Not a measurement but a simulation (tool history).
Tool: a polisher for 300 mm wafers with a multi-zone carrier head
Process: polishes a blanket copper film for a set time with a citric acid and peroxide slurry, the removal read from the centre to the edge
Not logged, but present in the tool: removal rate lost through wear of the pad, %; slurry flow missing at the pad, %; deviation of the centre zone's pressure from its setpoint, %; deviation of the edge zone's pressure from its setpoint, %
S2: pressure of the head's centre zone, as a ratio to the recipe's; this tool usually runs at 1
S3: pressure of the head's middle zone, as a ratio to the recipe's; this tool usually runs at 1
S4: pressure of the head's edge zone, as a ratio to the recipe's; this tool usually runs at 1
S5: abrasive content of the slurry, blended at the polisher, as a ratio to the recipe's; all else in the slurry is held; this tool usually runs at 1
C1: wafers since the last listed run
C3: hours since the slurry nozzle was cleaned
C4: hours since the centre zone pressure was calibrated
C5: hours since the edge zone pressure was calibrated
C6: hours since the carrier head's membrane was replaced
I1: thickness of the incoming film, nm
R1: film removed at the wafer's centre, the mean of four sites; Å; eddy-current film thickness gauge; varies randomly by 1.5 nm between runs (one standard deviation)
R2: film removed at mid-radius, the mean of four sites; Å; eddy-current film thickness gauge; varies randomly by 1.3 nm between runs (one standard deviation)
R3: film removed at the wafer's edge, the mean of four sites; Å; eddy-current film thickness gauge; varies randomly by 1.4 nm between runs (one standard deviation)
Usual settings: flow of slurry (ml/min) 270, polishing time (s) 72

{"run": 1, "day": 0.0, "flow of slurry (ml/min)": 230, "S2": 0.91, "S3": 1, "S4": 1, "S5": 1, "polishing time (s)": 72, "C1": 0, "wafers polished on this pad": 2716, "C3": 262.6, "C4": 829.6, "C5": 473.3, "C6": 820, "I1": 679, "R1": 1382, "R2": 1526, "R3": 1609}
{"run": 2, "day": 2.096, "flow of slurry (ml/min)": 270, "S2": 1, "S3": 1, "S4": 1, "S5": 1.25, "polishing time (s)": 58, "C1": 328, "wafers polished on this pad": 3045, "C3": 312.9, "C4": 879.9, "C5": 523.6, "C6": 870.3, "I1": 674.8, "R1": 1362, "R2": 1343, "R3": 1409}
{"run": 3, "day": 4.612, "flow of slurry (ml/min)": 270, "S2": 1, "S3": 0.91, "S4": 1, "S5": 1, "polishing time (s)": 93, "C1": 394, "wafers polished on this pad": 3440, "C3": 373.3, "C4": 940.3, "C5": 584, "C6": 930.7, "I1": 668.5, "R1": 2052, "R2": 1884, "R3": 2091}
{"day": 6.108, "done": "carrier head's membrane replaced by a new one"}
{"run": 4, "day": 7.167, "flow of slurry (ml/min)": 320, "S2": 1, "S3": 1, "S4": 1, "S5": 1, "polishing time (s)": 72, "C1": 368, "wafers polished on this pad": 3808, "C3": 434.6, "C4": 1001.6, "C5": 645.3, "C6": 25.4, "I1": 673.4, "R1": 1607, "R2": 1614, "R3": 1621}
{"day": 10.846, "done": "worn pad replaced by a new one"}
{"run": 5, "day": 11.254, "flow of slurry (ml/min)": 270, "S2": 1, "S3": 1, "S4": 0.97, "S5": 1, "polishing time (s)": 72, "C1": 615, "wafers polished on this pad": 64, "C3": 532.7, "C4": 1099.7, "C5": 743.4, "C6": 123.5, "I1": 660.1, "R1": 1550, "R2": 1555, "R3": 1592}
{"run": 6, "day": 13.512, "flow of slurry (ml/min)": 270, "S2": 1, "S3": 1, "S4": 1, "S5": 1, "polishing time (s)": 72, "C1": 354, "wafers polished on this pad": 418, "C3": 586.9, "C4": 1153.9, "C5": 797.6, "C6": 177.7, "I1": 669.9, "R1": 1590, "R2": 1555, "R3": 1616}
{"run": 7, "day": 16.679, "flow of slurry (ml/min)": 330, "S2": 1, "S3": 1, "S4": 1.06, "S5": 0.85, "polishing time (s)": 72, "C1": 496, "wafers polished on this pad": 915, "C3": 662.9, "C4": 1229.9, "C5": 873.6, "C6": 253.7, "I1": 659.2, "R1": 1477, "R2": 1528, "R3": 1599}
{"day": 17.396, "done": "slurry nozzle cleaned"}
{"run": 8, "day": 19.317, "flow of slurry (ml/min)": 245, "S2": 1, "S3": 0.93, "S4": 1, "S5": 1, "polishing time (s)": 72, "C1": 407, "wafers polished on this pad": 1322, "C3": 46.1, "C4": 1293.2, "C5": 936.9, "C6": 317, "I1": 661.7, "R1": 1548, "R2": 1485, "R3": 1598}
{"day": 19.575, "done": "edge zone pressure recalibrated"}
{"day": 20.883, "done": "centre zone pressure recalibrated"}
{"run": 9, "day": 23.312, "flow of slurry (ml/min)": 270, "S2": 1, "S3": 1, "S4": 1, "S5": 1, "polishing time (s)": 72, "C1": 600, "wafers polished on this pad": 1923, "C3": 142, "C4": 58.3, "C5": 89.7, "C6": 412.9, "I1": 662.3, "R1": 1551, "R2": 1555, "R3": 1608}
{"run": 10, "day": 27.021, "flow of slurry (ml/min)": 330, "S2": 0.94, "S3": 1, "S4": 1, "S5": 1, "polishing time (s)": 72, "C1": 581, "wafers polished on this pad": 2505, "C3": 231, "C4": 147.3, "C5": 178.7, "C6": 501.9, "I1": 683.9, "R1": 1523, "R2": 1594, "R3": 1631}
{"run": 11, "day": 31.5, "flow of slurry (ml/min)": 270, "S2": 1, "S3": 1, "S4": 1, "S5": 1, "polishing time (s)": 72, "C1": 702, "wafers polished on this pad": 3208, "C3": 338.5, "C4": 254.8, "C5": 286.2, "C6": 609.4, "I1": 678.7, "R1": 1551, "R2": 1576, "R3": 1620}
{"day": 35.079, "done": "worn pad replaced by a new one"}
{"run": 12, "day": 35.762, "flow of slurry (ml/min)": 270, "S2": 1, "S3": 0.94, "S4": 1.07, "S5": 1, "polishing time (s)": 51, "C1": 642, "wafers polished on this pad": 106, "C3": 440.8, "C4": 357.1, "C5": 388.5, "C6": 711.7, "I1": 668.8, "R1": 1110, "R2": 1048, "R3": 1188}
{"run": 13, "day": 38.004, "flow of slurry (ml/min)": 270, "S2": 1, "S3": 1, "S4": 1, "S5": 1.25, "polishing time (s)": 58, "C1": 351, "wafers polished on this pad": 458, "C3": 494.6, "C4": 410.9, "C5": 442.3, "C6": 765.5, "I1": 665.1, "R1": 1346, "R2": 1348, "R3": 1401}

The next listed run, before its measurement:
{"run": 14, "day": 42.121, "flow of slurry (ml/min)": 270, "S2": 1.06, "S3": 1.06, "S4": 1, "S5": 0.7, "polishing time (s)": 87, "C1": 645, "wafers polished on this pad": 1104, "C3": 593.4, "C4": 509.7, "C5": 541.1, "C6": 864.3, "I1": 662.6, "R1": "?", "R2": "?", "R3": "?"}

R1: 1778 Å
R2: 1754 Å
R3: 1752 Å
Minus the tool's unlogged condition, the same run would have read R1 1778 Å, R2 1754 Å, R3 1752 Å.
